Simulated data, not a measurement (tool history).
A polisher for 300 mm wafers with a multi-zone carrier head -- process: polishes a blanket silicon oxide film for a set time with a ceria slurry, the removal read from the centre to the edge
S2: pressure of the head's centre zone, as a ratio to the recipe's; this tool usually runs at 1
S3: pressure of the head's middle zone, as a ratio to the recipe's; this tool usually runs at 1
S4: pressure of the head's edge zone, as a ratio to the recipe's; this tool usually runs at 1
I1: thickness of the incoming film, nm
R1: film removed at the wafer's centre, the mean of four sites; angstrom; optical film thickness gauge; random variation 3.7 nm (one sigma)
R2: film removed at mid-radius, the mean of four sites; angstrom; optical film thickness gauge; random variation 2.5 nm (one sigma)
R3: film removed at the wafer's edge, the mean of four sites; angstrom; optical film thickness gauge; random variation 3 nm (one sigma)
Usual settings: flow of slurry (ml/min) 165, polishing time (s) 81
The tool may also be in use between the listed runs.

Run 1, hour 0: usual settings; I1 1068. Result: R1 2802 angstrom, R2 2953 angstrom, R3 3080 angstrom.
Run 2, hour 26.9: usual settings; I1 1053.9. Result: R1 2773 angstrom, R2 2931 angstrom, R3 3007 angstrom.
Run 3, hour 47.5: usual settings; I1 1045.4. Result: R1 2771 angstrom, R2 2945 angstrom, R3 2983 angstrom.
Run 4, hour 69.1: usual settings; I1 1031.1. Result: R1 2806 angstrom, R2 2902 angstrom, R3 2985 angstrom.
Run 5, hour 89.3: usual settings; I1 1036.4. Result: R1 2709 angstrom, R2 2858 angstrom, R3 2961 angstrom.
Run 6, hour 105.9: usual settings; I1 1036.9. Result: R1 2666 angstrom, R2 2882 angstrom, R3 2946 angstrom.
Run 7, hour 124.3: usual settings; I1 1037.5. Result: R1 2586 angstrom, R2 2794 angstrom, R3 2854 angstrom.
Run 8, hour 137.9: usual settings but S4 1.03; I1 1053.6. Result: R1 2566 angstrom, R2 2794 angstrom, R3 2953 angstrom.
Run 9, hour 152.4: usual settings but S4 1.03; I1 1054.4. Result: R1 2547 angstrom, R2 2724 angstrom, R3 2880 angstrom.
At hour 168: worn pad replaced by a new one.
Run 10, hour 185: usual settings but S4 1.03; I1 1052.7. Result: R1 2731 angstrom, R2 2969 angstrom, R3 3123 angstrom.
Run 11, hour 203.4: usual settings but flow of slurry (ml/min) 125, S3 1.08; I1 1055.7. Result: R1 2589 angstrom, R2 2990 angstrom, R3 2911 angstrom.
Run 12, hour 228.3: usual settings but flow of slurry (ml/min) 135, polishing time (s) 66; I1 1041. Result: R1 2174 angstrom, R2 2331 angstrom, R3 2424 angstrom.
At hour 242.1: carrier head's membrane replaced by a new one.
At hour 243.3: edge zone pressure recalibrated.
Run 13, hour 266.9: usual settings but flow of slurry (ml/min) 115, S3 0.95, polishing time (s) 104; I1 1044.4. Result: R1 3183 angstrom, R2 3379 angstrom, R3 3657 angstrom.
Run 14, hour 298.9: usual settings; I1 1046.4. Result: R1 2603 angstrom, R2 2824 angstrom, R3 2874 angstrom.
Run 15, hour 323.4: usual settings; I1 1049.6. Result: R1 2526 angstrom, R2 2788 angstrom, R3 2913 angstrom.
At hour 325.8: slurry nozzle cleaned.
At hour 335.3: centre zone pressure recalibrated.
Run 16, hour 343.6: usual settings but S4 0.95; I1 1059.6. Result: R1 2835 angstrom, R2 2707 angstrom, R3 2711 angstrom.
At hour 356: worn pad replaced by a new one.
Run 17, hour 361.8: usual settings but flow of slurry (ml/min) 115, S2 0.88, S3 1.07; I1 1054. Result: R1 2529 angstrom, R2 2982 angstrom, R3 2951 angstrom.
Run 18, hour 381.1: usual settings but S3 0.95, S4 1.08, polishing time (s) 57; I1 1064.4. Result: R1 2136 angstrom, R2 2036 angstrom, R3 2211 angstrom.
Run 19, hour 410.4: usual settings but flow of slurry (ml/min) 145; I1 1061.9. Result: R1 2999 angstrom, R2 2916 angstrom, R3 3011 angstrom.
Run 20, hour 428.7: usual settings but S2 0.91, S4 0.95, polishing time (s) 59; I1 1052.1. Result: R1 2018 angstrom, R2 2158 angstrom, R3 2155 angstrom.
Run 21, hour 470.1: usual settings but flow of slurry (ml/min) 115, polishing time (s) 96; I1 1035.6. Result: R1 3269 angstrom, R2 3185 angstrom, R3 3361 angstrom.

Run by run, hidden condition taken away, random variation retained:
Hidden state at play: removal rate lost through wear of the pad, %; slurry flow missing at the pad, %; deviation of the centre zone's pressure from its setpoint, %; deviation of the edge zone's pressure from its setpoint, %.
run    R1    R2    R3
  1  3054  2988  3117
  2  3042  2978  3057
  3  3064  3011  3051
  4  3136  2993  3080
  5  3066  2980  3089
  6  3055  3037  3105
  7  3008  2984  3050
  8  3024  3019  3193
  9  3046  2984  3157
 10  3020  2998  3155
 11  2875  3028  2949
 12  2436  2376  2472
 13  3640  3503  3793
 14  3048  2989  3043
 15  3025  3011  3147
 16  3067  2984  2988
 17  2488  2986  2955
 18  2109  2041  2217
 19  2986  2942  3038
 20  2025  2191  2188
 21  3362  3305  3487
